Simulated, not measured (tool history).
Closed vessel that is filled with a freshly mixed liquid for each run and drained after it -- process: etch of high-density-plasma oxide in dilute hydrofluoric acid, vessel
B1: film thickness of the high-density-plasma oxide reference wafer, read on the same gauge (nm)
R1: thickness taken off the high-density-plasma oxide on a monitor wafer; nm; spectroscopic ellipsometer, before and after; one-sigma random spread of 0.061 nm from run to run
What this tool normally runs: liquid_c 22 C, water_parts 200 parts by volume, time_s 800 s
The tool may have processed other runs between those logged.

Run 1, day 0: usual settings; B1 30.53. Result: R1 19.88 nm.
Run 2, day 3.171: usual settings but liquid_c 19.5 C; B1 30.55. Result: R1 18.16 nm.
Run 3, day 7.15: usual settings but liquid_c 19.5 C; B1 30.61. Result: R1 18.11 nm.
Run 4, day 11.629: usual settings but liquid_c 19.5 C; B1 30.67. Result: R1 18.06 nm.
At day 12.75: thermometer replaced.
Run 5, day 16.042: usual settings; B1 30.76. Result: R1 19.98 nm.
Run 6, day 19.712: usual settings; B1 30.76. Result: R1 20.08 nm.
Run 7, day 22.708: usual settings but time_s 905 s; B1 30.82. Result: R1 22.6 nm.
Run 8, day 24.838: usual settings but time_s 905 s; B1 30.76. Result: R1 22.7 nm.
Run 9, day 26.925: usual settings but time_s 905 s; B1 30.86. Result: R1 22.67 nm.
Run 10, day 31.4: usual settings but water_parts 230 parts by volume; B1 30.93. Result: R1 16.91 nm.
At day 33.433: gauge calibrated.
Run 11, day 34.317: usual settings but water_parts 230 parts by volume; B1 29.98. Result: R1 16.42 nm.
Run 12, day 37.308: usual settings but liquid_c 23.5 C, water_parts 105 parts by volume, time_s 955 s; B1 30.04. Result: R1 52.4 nm.
Run 13, day 39.617: usual settings but liquid_c 20 C; B1 30.09. Result: R1 18.18 nm.
Run 14, day 42.212: usual settings; B1 30.07. Result: R1 19.59 nm.
At day 42.442: hydrofluoric acid flow meter replaced.
Run 15, day 46.596: usual settings but liquid_c 20 C, water_parts 260 parts by volume, time_s 1170 s; B1 30.12. Result: R1 19.26 nm.
Run 16, day 50.838: usual settings; B1 30.2. Result: R1 19.62 nm.
At day 54.508: thermometer replaced.
Run 17, day 54.521: usual settings but time_s 590 s; B1 30.23. Result: R1 14.56 nm.
Run 18, day 58.675: usual settings; B1 30.25. Result: R1 19.72 nm.
Run 19, day 60.504: usual settings but liquid_c 25 C, water_parts 150 parts by volume; B1 30.3. Result: R1 31.05 nm.
Run 20, day 63.292: usual settings but time_s 585 s; B1 30.33. Result: R1 14.5 nm.
Run 21, day 65.021: usual settings; B1 30.36. Result: R1 19.72 nm.
Run 22, day 68.567: usual settings but liquid_c 20 C, time_s 1075 s; B1 30.35. Result: R1 24.72 nm.

Consider 5 possible next runs. They are alternatives, not a sequence: every one starts from the tool as it was left by run 22. What does each give?
Run A, day 68.604: usual settings; B1 ?. Result: R1 ?.
Run B, day 68.604: usual settings but liquid_c 20 C, water_parts 170 parts by volume, time_s 630 s; B1 ?. Result: R1 ?.
Run C, day 68.604: usual settings but liquid_c 18.5 C; B1 ?. Result: R1 ?.
Run D, day 68.604: usual settings but liquid_c 25.5 C, water_parts 285 parts by volume, time_s 660 s; B1 ?. Result: R1 ?.
Run E, day 68.604: usual settings but water_parts 260 parts by volume, time_s 1180 s; B1 ?. Result: R1 ?.

run     B1     R1
  A  30.39  19.79
  B  30.39   17.5
  C  30.39  17.29
  D  30.39  11.92
  E  30.39  21.15
What these runs would have given with no unlogged condition in the tool:
run     R1
  A  19.54
  B  17.28
  C  17.07
  D  11.76
  E  20.88
